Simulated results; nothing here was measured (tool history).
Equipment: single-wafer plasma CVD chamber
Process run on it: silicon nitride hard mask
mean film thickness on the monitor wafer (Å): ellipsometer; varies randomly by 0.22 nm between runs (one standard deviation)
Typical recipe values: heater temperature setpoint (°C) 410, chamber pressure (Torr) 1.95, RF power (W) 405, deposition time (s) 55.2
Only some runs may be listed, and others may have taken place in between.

run	day	heater temperature setpoint (°C)	chamber pressure (Torr)	RF power (W)	deposition time (s)	read-back reference wafer on the same gauge, thickness_nm	mean film thickness on the monitor wafer (Å)
1	0	410	1.95	405	55.2	67.95	711
2	0.479	410	1.95	405	55.2	67.889	709
3	1.029	410	1.95	405	55.2	67.896	710.74
4	1.529	410	1.95	405	55.2	67.895	712.3
# day 3.879: RF generator calibrated
# day 4.033: showerhead replaced
5	4.054	410	1.95	405	55.2	67.871	755.92
# day 4.117: gauge calibrated
6	4.475	410	1.95	440	55.2	67.867	795.06
7	6.075	410	1.95	405	55.2	67.887	746.86
8	6.462	410	1.95	405	55.2	67.913	742.23
# day 6.95: thermocouple changed; heater temperature recalibrated
9	7.058	410	1.95	405	55.2	67.892	741.49
10	7.508	410	1.95	405	63.6	67.891	859.42
11	8.058	400	1.83	405	55.2	67.911	729.95
# day 8.504: capacitance manometer re-zeroed and calibrated
12	8.525	410	1.95	380	55.2	67.902	708.05
13	9.108	410	1.95	405	55.2	67.899	741.39
14	9.475	403	1.74	480	46.1	67.885	674.4
15	9.979	410	1.95	405	58.4	67.886	779.04
16	10.258	410	1.95	405	55.2	67.919	735.96
17	10.788	402	2.42	450	65.9	67.93	1000.39
18	11.158	410	1.95	405	55.2	67.915	738.62
19	11.5	410	1.95	405	55.2	67.876	737.01
20	11.833	401	1.79	480	55.2	67.892	807.98
21	12.567	421	2.11	365	45.4	67.898	566.65

Run 22, settings as shown, results not yet in. Your forecast:
22	12.917	410	1.95	405	55.2	?	?

Run 22 produced read-back reference wafer on the same gauge, thickness_nm 67.882, mean film thickness on the monitor wafer (Å) 730.1.
If the tool had no hidden condition, the same run with the same run-to-run variation would have returned mean film thickness on the monitor wafer (Å) 752.61.
